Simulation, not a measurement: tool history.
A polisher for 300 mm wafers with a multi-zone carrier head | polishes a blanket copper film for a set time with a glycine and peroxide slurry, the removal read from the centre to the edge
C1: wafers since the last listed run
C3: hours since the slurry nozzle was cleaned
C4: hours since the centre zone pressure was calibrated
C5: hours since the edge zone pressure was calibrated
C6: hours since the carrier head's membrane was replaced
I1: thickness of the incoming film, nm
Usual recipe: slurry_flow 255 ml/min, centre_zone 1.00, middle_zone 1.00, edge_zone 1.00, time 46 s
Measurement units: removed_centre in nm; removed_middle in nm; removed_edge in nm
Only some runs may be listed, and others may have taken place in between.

run 1 day=0.000 | slurry_flow=255 centre_zone=0.91 middle_zone=1.00 edge_zone=0.94 time=60 | C1=0 wafers_polished_on_this_pad=821 C3=46.4 C4=560.1 C5=89.3 C6=530.8 | I1=1893.9 | removed_centre=182.3 removed_middle=179.9 removed_edge=170.0
run 2 day=0.400 | slurry_flow=210 centre_zone=1.00 middle_zone=1.12 edge_zone=0.90 time=61 | C1=121 wafers_polished_on_this_pad=943 C3=56.0 C4=569.7 C5=98.9 C6=540.4 | I1=1880.2 | removed_centre=195.2 removed_middle=195.2 removed_edge=170.5
-- day=0.712 carrier head's membrane replaced by a new one
run 3 day=0.800 | slurry_flow=190 centre_zone=1.08 middle_zone=1.00 edge_zone=1.06 time=62 | C1=58 wafers_polished_on_this_pad=1001 C3=65.6 C4=579.3 C5=108.5 C6=2.1 | I1=1898.7 | removed_centre=210.2 removed_middle=184.3 removed_edge=184.2
-- day=1.367 centre zone pressure recalibrated
run 4 day=1.388 | slurry_flow=215 centre_zone=1.00 middle_zone=1.00 edge_zone=1.06 time=39 | C1=153 wafers_polished_on_this_pad=1154 C3=79.7 C4=0.5 C5=122.6 C6=16.2 | I1=1875.6 | removed_centre=114.1 removed_middle=113.5 removed_edge=117.9
run 5 day=1.642 | slurry_flow=255 centre_zone=1.00 middle_zone=1.00 edge_zone=1.00 time=46 | C1=77 wafers_polished_on_this_pad=1232 C3=85.8 C4=6.6 C5=128.7 C6=22.3 | I1=1916.4 | removed_centre=136.2 removed_middle=137.7 removed_edge=135.2
-- day=2.138 worn pad replaced by a new one
run 6 day=2.288 | slurry_flow=255 centre_zone=1.00 middle_zone=1.00 edge_zone=1.00 time=46 | C1=145 wafers_polished_on_this_pad=45 C3=101.3 C4=22.1 C5=144.2 C6=37.8 | I1=1872.4 | removed_centre=135.7 removed_middle=136.8 removed_edge=134.9
run 7 day=2.562 | slurry_flow=255 centre_zone=1.00 middle_zone=1.00 edge_zone=1.03 time=46 | C1=83 wafers_polished_on_this_pad=129 C3=107.9 C4=28.7 C5=150.8 C6=44.4 | I1=1905.2 | removed_centre=136.7 removed_middle=133.6 removed_edge=135.0
run 8 day=3.204 | slurry_flow=285 centre_zone=1.08 middle_zone=1.00 edge_zone=0.92 time=58 | C1=195 wafers_polished_on_this_pad=324 C3=123.3 C4=44.1 C5=166.2 C6=59.8 | I1=1904.2 | removed_centre=184.3 removed_middle=175.3 removed_edge=163.7
run 9 day=3.788 | slurry_flow=255 centre_zone=1.00 middle_zone=1.00 edge_zone=1.00 time=46 | C1=177 wafers_polished_on_this_pad=501 C3=137.3 C4=58.1 C5=180.2 C6=73.8 | I1=1898.3 | removed_centre=138.9 removed_middle=136.6 removed_edge=132.0
run 10 day=4.133 | slurry_flow=255 centre_zone=1.00 middle_zone=1.00 edge_zone=1.00 time=46 | C1=105 wafers_polished_on_this_pad=606 C3=145.6 C4=66.4 C5=188.5 C6=82.1 | I1=1899.4 | removed_centre=141.7 removed_middle=137.7 removed_edge=135.7
run 11 day=4.492 | slurry_flow=335 centre_zone=1.00 middle_zone=1.00 edge_zone=1.00 time=46 | C1=109 wafers_polished_on_this_pad=715 C3=154.2 C4=75.0 C5=197.1 C6=90.7 | I1=1881.8 | removed_centre=145.6 removed_middle=139.5 removed_edge=139.2
run 12 day=5.233 | slurry_flow=175 centre_zone=1.00 middle_zone=1.00 edge_zone=1.10 time=46 | C1=225 wafers_polished_on_this_pad=941 C3=172.0 C4=92.8 C5=214.9 C6=108.5 | I1=1892.8 | removed_centre=134.1 removed_middle=130.5 removed_edge=140.0
run 13 day=5.533 | slurry_flow=255 centre_zone=1.07 middle_zone=0.94 edge_zone=0.92 time=46 | C1=91 wafers_polished_on_this_pad=1032 C3=179.2 C4=100.0 C5=222.1 C6=115.7 | I1=1898.5 | removed_centre=147.7 removed_middle=132.2 removed_edge=131.6
-- day=5.904 worn pad replaced by a new one
run 14 day=6.104 | slurry_flow=255 centre_zone=1.00 middle_zone=1.00 edge_zone=0.89 time=46 | C1=122 wafers_polished_on_this_pad=60 C3=192.9 C4=113.7 C5=235.8 C6=129.4 | I1=1875.9 | removed_centre=139.2 removed_middle=139.5 removed_edge=126.5
run 15 day=6.662 | slurry_flow=255 centre_zone=0.90 middle_zone=0.96 edge_zone=1.00 time=46 | C1=169 wafers_polished_on_this_pad=230 C3=206.3 C4=127.1 C5=249.2 C6=142.8 | I1=1865.4 | removed_centre=130.6 removed_middle=132.5 removed_edge=132.7
run 16 day=7.375 | slurry_flow=255 centre_zone=1.00 middle_zone=1.00 edge_zone=1.00 time=46 | C1=216 wafers_polished_on_this_pad=446 C3=223.4 C4=144.2 C5=266.3 C6=159.9 | I1=1880.9 | removed_centre=143.3 removed_middle=137.6 removed_edge=133.3
run 17 day=8.021 | slurry_flow=255 centre_zone=1.00 middle_zone=1.00 edge_zone=1.00 time=53 | C1=196 wafers_polished_on_this_pad=643 C3=238.9 C4=159.7 C5=281.8 C6=175.4 | I1=1917.1 | removed_centre=163.3 removed_middle=154.1 removed_edge=154.5
run 18 day=8.575 | slurry_flow=255 centre_zone=1.00 middle_zone=0.93 edge_zone=1.00 time=46 | C1=168 wafers_polished_on_this_pad=811 C3=252.2 C4=173.0 C5=295.1 C6=188.7 | I1=1917.2 | removed_centre=143.6 removed_middle=127.3 removed_edge=132.2
run 19 day=8.954 | slurry_flow=255 centre_zone=1.00 middle_zone=1.00 edge_zone=1.00 time=46 | C1=115 wafers_polished_on_this_pad=927 C3=261.3 C4=182.1 C5=304.2 C6=197.8 | I1=1894.3 | removed_centre=145.6 removed_middle=137.6 removed_edge=135.8
run 20 day=9.429 | slurry_flow=255 centre_zone=1.00 middle_zone=1.00 edge_zone=1.00 time=46 | C1=144 wafers_polished_on_this_pad=1071 C3=272.7 C4=193.5 C5=315.6 C6=209.2 | I1=1877.2 | removed_centre=143.8 removed_middle=136.3 removed_edge=134.6
run 21 day=10.175 | slurry_flow=255 centre_zone=0.90 middle_zone=1.00 edge_zone=0.92 time=46 | C1=226 wafers_polished_on_this_pad=1298 C3=290.6 C4=211.4 C5=333.5 C6=227.1 | I1=1902.1 | removed_centre=130.9 removed_middle=135.3 removed_edge=130.0

Predict each of these 5 candidate next runs independently; none follows another, all start after run 21:
run A day=10.192 | slurry_flow=255 centre_zone=0.93 middle_zone=1.00 edge_zone=1.00 time=46 | C1=5 wafers_polished_on_this_pad=1303 C3=291.0 C4=211.8 C5=333.9 C6=227.5 | I1=1906.1 | removed_centre=? removed_middle=? removed_edge=?
run B day=10.192 | slurry_flow=255 centre_zone=0.96 middle_zone=0.89 edge_zone=1.00 time=42 | C1=5 wafers_polished_on_this_pad=1303 C3=291.0 C4=211.8 C5=333.9 C6=227.5 | I1=1906.1 | removed_centre=? removed_middle=? removed_edge=?
run C day=10.192 | slurry_flow=285 centre_zone=1.00 middle_zone=1.00 edge_zone=1.09 time=56 | C1=5 wafers_polished_on_this_pad=1303 C3=291.0 C4=211.8 C5=333.9 C6=227.5 | I1=1906.1 | removed_centre=? removed_middle=? removed_edge=?
run D day=10.192 | slurry_flow=255 centre_zone=1.00 middle_zone=1.00 edge_zone=1.00 time=33 | C1=5 wafers_polished_on_this_pad=1303 C3=291.0 C4=211.8 C5=333.9 C6=227.5 | I1=1906.1 | removed_centre=? removed_middle=? removed_edge=?
run E day=10.192 | slurry_flow=190 centre_zone=1.00 middle_zone=1.05 edge_zone=1.00 time=61 | C1=5 wafers_polished_on_this_pad=1303 C3=291.0 C4=211.8 C5=333.9 C6=227.5 | I1=1906.1 | removed_centre=? removed_middle=? removed_edge=?

run=A removed_centre=139.2 removed_middle=136.7 removed_edge=132.8
run=B removed_centre=130.3 removed_middle=115.6 removed_edge=121.4
run=C removed_centre=181.5 removed_middle=167.7 removed_edge=168.9
run=D removed_centre=106.0 removed_middle=98.1 removed_edge=95.3
run=E removed_centre=191.3 removed_middle=183.3 removed_edge=173.2
Had the tool no hidden state, the same runs would have come out as:
run=A removed_centre=129.0 removed_middle=136.8 removed_edge=132.8
run=B removed_centre=120.9 removed_middle=115.6 removed_edge=121.4
run=C removed_centre=168.4 removed_middle=167.8 removed_edge=168.9
run=D removed_centre=98.3 removed_middle=98.1 removed_edge=95.3
run=E removed_centre=177.4 removed_middle=183.4 removed_edge=173.2

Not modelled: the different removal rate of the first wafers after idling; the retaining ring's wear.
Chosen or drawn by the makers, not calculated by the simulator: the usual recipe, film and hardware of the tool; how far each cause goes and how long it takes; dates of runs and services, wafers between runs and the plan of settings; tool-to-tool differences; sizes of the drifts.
